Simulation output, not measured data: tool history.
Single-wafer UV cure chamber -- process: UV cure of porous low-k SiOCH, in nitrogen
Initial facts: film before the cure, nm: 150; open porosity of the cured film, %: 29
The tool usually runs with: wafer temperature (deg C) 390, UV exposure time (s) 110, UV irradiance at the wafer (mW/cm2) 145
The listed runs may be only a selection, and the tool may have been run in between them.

| run | day | wafer temperature (deg C) | UV exposure time (s) | UV irradiance at the wafer (mW/cm2) | loss of film thickness in the cure (%) |
|---|---|---|---|---|---|
| 1 | 0.000 | 390 | 110 | 145 | 12.106 |
| 2 | 3.675 | 390 | 110 | 145 | 12.468 |
| 3 | 6.846 | 390 | 110 | 145 | 12.581 |
| 4 | 10.204 | 405 | 110 | 171 | 13.478 |
|  | 14.383 | quartz window cleaned |
| 5 | 14.404 | 405 | 110 | 171 | 13.538 |
| 6 | 15.925 | 405 | 110 | 171 | 13.462 |
| 7 | 19.108 | 405 | 110 | 145 | 12.462 |
| 8 | 22.004 | 405 | 110 | 145 | 12.462 |
| 9 | 25.396 | 390 | 60 | 145 | 8.772 |
| 10 | 27.054 | 390 | 60 | 145 | 8.595 |
| 11 | 30.304 | 390 | 60 | 145 | 8.845 |
| 12 | 32.938 | 397 | 170 | 176 | 16.250 |
|  | 34.004 | quartz window cleaned |
| 13 | 37.225 | 390 | 110 | 145 | 12.211 |
| 14 | 39.258 | 390 | 75 | 131 | 9.192 |
|  | 40.121 | UV bulbs replaced |
| 15 | 43.667 | 385 | 90 | 116 | 12.483 |
| 16 | 46.967 | 407 | 45 | 121 | 8.870 |
| 17 | 48.742 | 390 | 110 | 145 | 14.317 |
|  | 51.550 | quartz window cleaned |
| 18 | 52.871 | 382 | 60 | 106 | 9.026 |
| 19 | 57.079 | 390 | 110 | 145 | 14.231 |
| 20 | 65.271 | 377 | 140 | 120 | 13.898 |
| 21 | 69.667 | 372 | 80 | 111 | 9.599 |
|  | 71.275 | quartz window cleaned |
| 22 | 72.192 | 390 | 110 | 145 | 13.254 |
| 23 | 75.638 | 390 | 50 | 155 | 8.967 |

3 ways to go on from here, each from the tool as it stands after run 23. What would each give?
| A | 75.658 | 390 | 75 | 145 | ? |
| B | 75.658 | 406 | 110 | 173 | ? |
| C | 75.658 | 402 | 170 | 155 | ? |

| run | loss of film thickness in the cure (%) |
|---|---|
| A | 10.956 |
| B | 14.534 |
| C | 16.389 |
Without the tool's hidden state the same runs would have given:
| run | loss of film thickness in the cure (%) |
|---|---|
| A | 12.810 |
| B | 16.480 |
| C | 18.394 |
